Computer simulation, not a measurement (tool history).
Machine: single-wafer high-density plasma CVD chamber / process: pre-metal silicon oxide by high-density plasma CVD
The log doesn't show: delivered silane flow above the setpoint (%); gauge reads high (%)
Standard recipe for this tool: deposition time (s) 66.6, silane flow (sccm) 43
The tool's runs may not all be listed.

run	hour	deposition time (s)	silane flow (sccm)	wafers since the last listed run	hours since the silane flow controller was replaced	hours since the gauge calibration	read-back reference wafer on the same gauge, thickness_nm	mean film thickness on the monitor wafer (nm)
1	0.0	75.1	43	0	4674.3	69.3	303.049	334.215
2	32.3	66.6	43	545	4706.6	101.6	302.992	295.463
3	47.2	66.6	39	251	4721.5	116.5	303.018	268.700
4	59.6	66.6	43	209	4733.9	128.9	303.078	294.862
5	76.6	66.6	43	286	4750.9	145.9	303.046	294.854
6	158.0	66.6	43	1373	4832.3	227.3	302.953	295.916
7	190.4	66.6	43	546	4864.7	259.7	303.054	295.503
8	205.4	66.6	43	253	4879.7	274.7	303.266	295.613
9	225.2	56.5	40	334	4899.5	294.5	302.907	233.097
10	300.2	56.5	40	1265	4974.5	369.5	302.896	232.431
11	324.4	56.5	40	408	4998.7	393.7	303.010	232.517
12	356.4	66.6	43	539	5030.7	425.7	303.130	296.824
13	389.4	66.6	43	556	5063.7	458.7	302.881	296.546
14	416.6	66.6	45	458	5090.9	485.9	302.912	309.217
# hour 437.6: gauge calibrated
# hour 444.5: silane flow controller replaced
15	445.0	66.6	45	344	0.5	7.4	302.982	285.918
16	489.8	79.5	37	755	45.3	52.2	303.001	281.914
17	510.8	66.6	43	354	66.3	73.2	302.974	274.931
18	542.4	60.0	50	533	97.9	104.8	302.914	289.090
19	631.5	66.6	43	1503	187.0	193.9	302.862	277.328
20	652.8	66.6	50	359	208.3	215.2	302.926	321.713
21	679.1	79.4	35	443	234.6	241.5	302.907	268.765
22	709.9	60.8	47	519	265.4	272.3	302.890	278.431
23	731.6	66.6	45	366	287.1	294.0	302.981	290.074
24	766.0	56.4	39	580	321.5	328.4	303.114	213.992
25	791.3	58.3	43	426	346.8	353.7	303.266	243.610
26	827.1	70.6	51	604	382.6	389.5	302.792	350.658
27	855.2	60.9	51	474	410.7	417.6	302.875	302.349
28	873.9	58.3	43	315	429.4	436.3	302.941	245.211
29	887.0	58.0	35	221	442.5	449.4	302.967	197.490
# hour 898.0: gauge calibrated
30	920.0	74.5	40	556	475.5	22.0	302.876	291.125

Each row is a separate what-if for the run after 30, all from the same tool condition, not one after another. Results?
A	920.4	66.6	43	6	475.9	22.4	?	?
B	920.4	62.6	38	6	475.9	22.4	?	?
C	920.4	76.9	36	6	475.9	22.4	?	?
D	920.4	53.9	47	6	475.9	22.4	?	?
E	920.4	59.3	43	6	475.9	22.4	?	?

run	read-back reference wafer on the same gauge, thickness_nm	mean film thickness on the monitor wafer (nm)
A	302.994	279.165
B	302.994	231.887
C	302.994	269.865
D	302.994	246.948
E	302.994	248.566
What these runs would have given with no unlogged condition in the tool:
run	mean film thickness on the monitor wafer (nm)
A	274.657
B	228.143
C	265.508
D	242.960
E	244.552

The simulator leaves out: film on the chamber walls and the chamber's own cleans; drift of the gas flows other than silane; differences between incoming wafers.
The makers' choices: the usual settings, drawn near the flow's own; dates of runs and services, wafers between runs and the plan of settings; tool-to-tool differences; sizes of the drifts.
